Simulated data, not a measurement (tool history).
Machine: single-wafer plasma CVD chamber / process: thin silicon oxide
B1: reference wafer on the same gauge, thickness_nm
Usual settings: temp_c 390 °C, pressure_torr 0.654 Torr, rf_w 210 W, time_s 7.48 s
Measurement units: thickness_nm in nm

Run 1, hour 0.0: usual settings but time_s 7.96 s; B1 9.892. Result: thickness_nm 11.288 nm.
Run 2, hour 70.6: usual settings; B1 9.909. Result: thickness_nm 10.613 nm.
Run 3, hour 130.3: usual settings; B1 9.887. Result: thickness_nm 10.630 nm.
Run 4, hour 171.7: usual settings but rf_w 190 W; B1 9.914. Result: thickness_nm 10.282 nm.
Run 5, hour 260.8: usual settings but rf_w 190 W; B1 9.906. Result: thickness_nm 10.201 nm.
Run 6, hour 330.8: usual settings but rf_w 190 W; B1 9.915. Result: thickness_nm 10.368 nm.
Run 7, hour 373.2: usual settings; B1 9.892. Result: thickness_nm 10.677 nm.
At hour 413.4: RF generator calibrated.
At hour 439.2: thermocouple changed; heater temperature recalibrated.
Run 8, hour 457.1: usual settings; B1 9.878. Result: thickness_nm 10.629 nm.
At hour 494.6: capacitance manometer re-zeroed and calibrated.
Run 9, hour 535.0: usual settings but temp_c 403 °C, pressure_torr 0.531 Torr, rf_w 185 W, time_s 8.81 s; B1 9.900. Result: thickness_nm 10.363 nm.
At hour 566.7: showerhead replaced.
At hour 602.0: gauge calibrated.
Run 10, hour 636.5: usual settings but temp_c 378 °C, pressure_torr 0.772 Torr, rf_w 185 W, time_s 8.92 s; B1 9.887. Result: thickness_nm 14.500 nm.
Run 11, hour 737.1: usual settings; B1 9.884. Result: thickness_nm 11.162 nm.
At hour 784.6: capacitance manometer re-zeroed and calibrated, repeated, since the last time left the tool worse.
Run 12, hour 817.9: usual settings but temp_c 397 °C, rf_w 230 W; B1 9.916. Result: thickness_nm 10.536 nm.
Run 13, hour 984.9: usual settings; B1 9.878. Result: thickness_nm 10.578 nm.
Run 14, hour 1034.5: usual settings but pressure_torr 0.574 Torr, time_s 6.02 s; B1 9.899. Result: thickness_nm 7.678 nm.
Run 15, hour 1072.0: usual settings but rf_w 230 W, time_s 8.83 s; B1 9.897. Result: thickness_nm 12.677 nm.
Run 16, hour 1173.6: usual settings but pressure_torr 0.752 Torr, time_s 8.58 s; B1 9.902. Result: thickness_nm 13.590 nm.

The logged runs with the hidden state left out (each run's random variation unchanged):
Hidden conditions of the tool in this case: wafer temperature above the value expected at the setpoint (K); delivered RF power above the setpoint (%); true pressure above the setpoint (%); gauge reads high (%).
run  thickness_nm
  1        10.924
  2        10.254
  3        10.260
  4         9.918
  5         9.830
  6         9.983
  7        10.277
  8        10.225
  9         9.691
 10        13.561
 11        10.296
 12        10.461
 13        10.339
 14         7.481
 15        12.325
 16        13.177
